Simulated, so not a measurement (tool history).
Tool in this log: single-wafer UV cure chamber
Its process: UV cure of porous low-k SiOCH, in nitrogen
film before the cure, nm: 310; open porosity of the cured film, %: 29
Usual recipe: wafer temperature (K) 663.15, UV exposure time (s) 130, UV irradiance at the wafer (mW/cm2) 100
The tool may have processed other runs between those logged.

run	hour	wafer temperature (K)	UV exposure time (s)	UV irradiance at the wafer (mW/cm2)	wafers since the last listed run	hours since the UV bulbs were replaced	wafers since the quartz window was cleaned	loss of film thickness in the cure (%)
1	0	663.15	130	100	0	1094.7	2930	10.133
# hour 60.6: quartz window cleaned
2	90	663.15	130	100	416	1184.7	149	11.284
3	130.9	663.15	130	100	207	1225.6	356	10.885
4	168.7	663.15	95	118	191	1263.4	548	10.229
5	215.1	663.15	95	118	235	1309.8	784	10.389
6	320.1	663.15	130	100	533	1414.8	1317	11.009
7	387.5	663.15	130	100	342	1482.2	1659	10.724
8	447.3	663.15	130	100	303	1542	1963	10.52
9	489.8	663.15	130	100	215	1584.5	2178	10.694
10	539.3	663.15	130	100	251	1634	2430	10.324
# hour 559.6: UV bulbs replaced
# hour 639.4: quartz window cleaned
11	639.9	663.15	130	100	429	80.3	2	11.106
12	735.4	663.15	130	100	484	175.8	487	11.324
13	787.3	663.15	130	80	263	227.7	750	10.108
14	824	663.15	170	100	186	264.4	937	12.504
15	998.8	663.15	170	100	887	439.2	1824	12.114
16	1073.4	663.15	170	100	378	513.8	2203	11.989
# hour 1199.6: quartz window cleaned
17	1383.4	668.15	105	100	1533	823.8	933	10.093
18	1426.2	668.15	105	100	217	866.6	1150	9.986
19	1482.5	650.15	130	100	285	922.9	1436	10.616

Predict the results of run 20:
20	1588.7	663.15	130	100	539	1029.1	1975	?

Run 20 measured loss of film thickness in the cure (%) 10.506.
With no hidden state in the tool, this same run would have given loss of film thickness in the cure (%) 11.078.
